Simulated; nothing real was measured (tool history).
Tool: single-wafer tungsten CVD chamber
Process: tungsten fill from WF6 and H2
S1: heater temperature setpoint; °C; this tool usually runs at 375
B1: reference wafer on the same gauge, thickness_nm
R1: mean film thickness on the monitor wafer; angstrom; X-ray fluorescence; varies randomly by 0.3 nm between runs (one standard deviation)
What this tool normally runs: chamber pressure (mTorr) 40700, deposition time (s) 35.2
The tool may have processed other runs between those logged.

Run 1, day 0: usual settings but S1 371 °C; B1 73.269. Result: R1 611.87 angstrom.
Run 2, day 2.904: usual settings; B1 73.413. Result: R1 663.07 angstrom.
Run 3, day 6.292: usual settings; B1 73.331. Result: R1 667.73 angstrom.
Run 4, day 10.167: usual settings but S1 372 °C; B1 73.406. Result: R1 628.91 angstrom.
Run 5, day 12.417: usual settings but S1 372 °C; B1 73.287. Result: R1 639.78 angstrom.
Run 6, day 14.392: usual settings but S1 372 °C; B1 73.426. Result: R1 633.92 angstrom.
Run 7, day 17.358: usual settings; B1 73.191. Result: R1 671.45 angstrom.
Run 8, day 18.942: usual settings but S1 380 °C; B1 73.329. Result: R1 736.63 angstrom.
Run 9, day 22.279: usual settings but S1 380 °C; B1 73.205. Result: R1 743.06 angstrom.
At day 27.304: capacitance manometer re-zeroed and calibrated.
At day 32.262: thermocouple changed; heater temperature recalibrated.
Run 10, day 35.279: usual settings but S1 386 °C; B1 73.344. Result: R1 798.83 angstrom.
Run 11, day 37.004: usual settings but S1 386 °C; B1 73.354. Result: R1 786.38 angstrom.
Run 12, day 39.246: usual settings but S1 371 °C, deposition time (s) 29.1; B1 73.203. Result: R1 502.85 angstrom.
Run 13, day 47.567: usual settings but S1 382 °C, chamber pressure (mTorr) 37400, deposition time (s) 37.2; B1 73.337. Result: R1 730.93 angstrom.
Run 14, day 58.117: usual settings but S1 361 °C, chamber pressure (mTorr) 49300, deposition time (s) 41; B1 73.384. Result: R1 679.32 angstrom.
Run 15, day 62.3: usual settings but S1 364 °C, chamber pressure (mTorr) 34900, deposition time (s) 40.8; B1 73.174. Result: R1 541.85 angstrom.
Run 16, day 71.829: usual settings but S1 379 °C, chamber pressure (mTorr) 44700, deposition time (s) 40.9; B1 73.304. Result: R1 878.66 angstrom.
Run 17, day 76.158: usual settings but deposition time (s) 40.1; B1 73.261. Result: R1 756.83 angstrom.
Run 18, day 78.383: usual settings; B1 73.301. Result: R1 667.57 angstrom.
At day 80.279: thermocouple changed; heater temperature recalibrated.
At day 81.517: gauge calibrated.
Run 19, day 83.888: usual settings but S1 368 °C, chamber pressure (mTorr) 45100, deposition time (s) 41.1; B1 73.378. Result: R1 745.58 angstrom.
At day 86.896: showerhead replaced.
Run 20, day 87.004: usual settings but chamber pressure (mTorr) 46000; B1 73.305. Result: R1 735.1 angstrom.
Run 21, day 90.242: usual settings; B1 73.359. Result: R1 674.62 angstrom.
Run 22, day 93.442: usual settings; B1 73.405. Result: R1 669.62 angstrom.
Run 23, day 97.621: usual settings; B1 73.35. Result: R1 673.14 angstrom.
Run 24, day 102.112: usual settings but chamber pressure (mTorr) 44000, deposition time (s) 39.6; B1 73.35. Result: R1 817.08 angstrom.
Run 25, day 104.625: usual settings; B1 73.352. Result: R1 678.36 angstrom.
At day 105.8: capacitance manometer re-zeroed and calibrated.
Run 26, day 109.079: usual settings; B1 73.234. Result: R1 643.13 angstrom.
Run 27, day 111.525: usual settings but chamber pressure (mTorr) 45400, deposition time (s) 30.9; B1 73.333. Result: R1 613.02 angstrom.
Run 28, day 115.242: usual settings; B1 73.215. Result: R1 647.12 angstrom.
At day 116.033: thermocouple changed; heater temperature recalibrated.
Run 29, day 119.042: usual settings but deposition time (s) 42.2; B1 73.34. Result: R1 773.04 angstrom.
Run 30, day 122.396: usual settings but S1 386 °C, chamber pressure (mTorr) 30900; B1 73.205. Result: R1 609.91 angstrom.
Run 31, day 124.167: usual settings but S1 360 °C, deposition time (s) 37.4; B1 73.277. Result: R1 517.27 angstrom.
Run 32, day 126.896: usual settings but S1 386 °C, chamber pressure (mTorr) 47400, deposition time (s) 40.1; B1 73.279. Result: R1 1000.65 angstrom.
Run 33, day 129.229: usual settings but S1 363 °C, deposition time (s) 29.4; B1 73.32. Result: R1 433.26 angstrom.

5 options for the next run, each taken on its own from the tool as it stands now. Forecast them:
Run A, day 129.246: usual settings but deposition time (s) 28.7; B1 ?. Result: R1 ?.
Run B, day 129.246: usual settings but chamber pressure (mTorr) 32500, deposition time (s) 37.7; B1 ?. Result: R1 ?.
Run C, day 129.246: usual settings but S1 368 °C, deposition time (s) 29.5; B1 ?. Result: R1 ?.
Run D, day 129.246: usual settings but S1 361 °C, chamber pressure (mTorr) 32400, deposition time (s) 41.1; B1 ?. Result: R1 ?.
Run E, day 129.246: usual settings but S1 384 °C, chamber pressure (mTorr) 45000, deposition time (s) 39.7; B1 ?. Result: R1 ?.

run      B1      R1
  A  73.302  525.43
  B  73.302  567.19
  C  73.302  474.68
  D  73.302  474.41
  E  73.302  922.34
The same runs, with their run-to-run variation unchanged, on a tool lacking any hidden condition would have given:
run      R1
  A  528.59
  B  570.71
  C  477.53
  D  477.35
  E   927.8
